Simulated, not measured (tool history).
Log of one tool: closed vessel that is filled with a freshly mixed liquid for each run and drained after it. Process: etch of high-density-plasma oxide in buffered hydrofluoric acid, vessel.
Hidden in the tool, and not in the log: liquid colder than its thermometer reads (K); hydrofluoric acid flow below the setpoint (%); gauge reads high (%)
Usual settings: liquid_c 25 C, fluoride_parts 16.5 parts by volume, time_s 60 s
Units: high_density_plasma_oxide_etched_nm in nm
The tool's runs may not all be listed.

| run | hour | liquid_c | fluoride_parts | time_s | wafers since the last listed run | hours since the thermometer was replaced | hours since the hydrofluoric acid flow meter was replaced | hours since the gauge calibration | read-back film thickness of the high-density-plasma oxide reference wafer, read on the same gauge (nm) | high_density_plasma_oxide_etched_nm |
|---|---|---|---|---|---|---|---|---|---|---|
| 1 | 0 | 25 | 16.5 | 60 | 0 | 1584 | 1673.8 | 59.5 | 130 | 57.11 |
| 2 | 10.5 | 25 | 16.5 | 60 | 734 | 1594.5 | 1684.3 | 70 | 129.98 | 57.7 |
| 3 | 60.6 | 25 | 16.5 | 60 | 3505 | 1644.6 | 1734.4 | 120.1 | 130 | 56.93 |
| 4 | 73.4 | 27 | 16.5 | 60 | 895 | 1657.4 | 1747.2 | 132.9 | 130.04 | 62.79 |
| 5 | 88.7 | 25 | 16.5 | 40 | 1070 | 1672.7 | 1762.5 | 148.2 | 129.98 | 37.7 |
| 6 | 98.3 | 25 | 16.5 | 40 | 671 | 1682.3 | 1772.1 | 157.8 | 129.99 | 37.76 |
| 7 | 113.7 | 25 | 16.5 | 60 | 1077 | 1697.7 | 1787.5 | 173.2 | 129.98 | 56.34 |
| 8 | 127.9 | 25 | 16.5 | 60 | 993 | 1711.9 | 1801.7 | 187.4 | 130 | 56.52 |
| 9 | 140.3 | 25 | 16.5 | 60 | 867 | 1724.3 | 1814.1 | 199.8 | 129.98 | 55.9 |
| 10 | 158.1 | 25 | 16.5 | 60 | 1245 | 1742.1 | 1831.9 | 217.6 | 130.02 | 55.91 |
| 11 | 164.4 | 25 | 16.5 | 60 | 440 | 1748.4 | 1838.2 | 223.9 | 130.02 | 55.95 |
| 12 | 170.6 | 25 | 16.5 | 60 | 433 | 1754.6 | 1844.4 | 230.1 | 130 | 55.71 |
| 13 | 178.5 | 25 | 16.5 | 60 | 552 | 1762.5 | 1852.3 | 238 | 129.99 | 55.71 |
| 14 | 187.1 | 26.5 | 19.5 | 80 | 601 | 1771.1 | 1860.9 | 246.6 | 129.98 | 72.12 |
|  | 200.6 | hydrofluoric acid flow meter replaced |
|  | 232 | thermometer replaced |
| 15 | 234.4 | 28.5 | 11.5 | 45 | 3169 | 2.4 | 33.8 | 293.9 | 130.01 | 92.73 |
| 16 | 245.9 | 25 | 16.5 | 60 | 804 | 13.9 | 45.3 | 305.4 | 129.99 | 71.54 |
|  | 250.9 | gauge calibrated |
| 17 | 252 | 27 | 16.5 | 60 | 426 | 20 | 51.4 | 1.1 | 129.98 | 79.73 |
| 18 | 263.8 | 25 | 14 | 60 | 825 | 31.8 | 63.2 | 12.9 | 129.98 | 84.42 |
| 19 | 274 | 28 | 16.5 | 30 | 713 | 42 | 73.4 | 23.1 | 130.02 | 41.94 |
| 20 | 281.9 | 25 | 16.5 | 70 | 552 | 49.9 | 81.3 | 31 | 129.95 | 84.02 |
| 21 | 291.4 | 25 | 16.5 | 60 | 664 | 59.4 | 90.8 | 40.5 | 129.98 | 72.07 |
| 22 | 313.6 | 25 | 16.5 | 60 | 1553 | 81.6 | 113 | 62.7 | 129.98 | 71.81 |
| 23 | 326.9 | 27.5 | 13 | 60 | 930 | 94.9 | 126.3 | 76 | 129.98 | 102.67 |
| 24 | 343.6 | 25 | 12 | 60 | 1168 | 111.6 | 143 | 92.7 | 129.99 | 96.06 |
| 25 | 352.6 | 22.5 | 10 | 80 | 629 | 120.6 | 152 | 101.7 | 129.99 | 134.58 |
| 26 | 368.2 | 25 | 11.5 | 75 | 1091 | 136.2 | 167.6 | 117.3 | 129.99 | 126.6 |

Forecast each of these 4 alternatives for the next run:
| A | 368.9 | 25 | 16.5 | 60 | 48 | 136.9 | 168.3 | 118 | ? | ? |
| B | 368.9 | 25 | 22 | 60 | 48 | 136.9 | 168.3 | 118 | ? | ? |
| C | 368.9 | 26.5 | 21 | 35 | 48 | 136.9 | 168.3 | 118 | ? | ? |
| D | 368.9 | 28.5 | 18.5 | 80 | 48 | 136.9 | 168.3 | 118 | ? | ? |

| run | read-back film thickness of the high-density-plasma oxide reference wafer, read on the same gauge (nm) | high_density_plasma_oxide_etched_nm |
|---|---|---|
| A | 129.99 | 70.66 |
| B | 129.99 | 55.25 |
| C | 129.99 | 36.1 |
| D | 129.99 | 101.64 |
Without the tool's hidden state the same runs would have given:
| run | high_density_plasma_oxide_etched_nm |
|---|---|
| A | 73.79 |
| B | 57.18 |
| C | 37.35 |
| D | 106.1 |
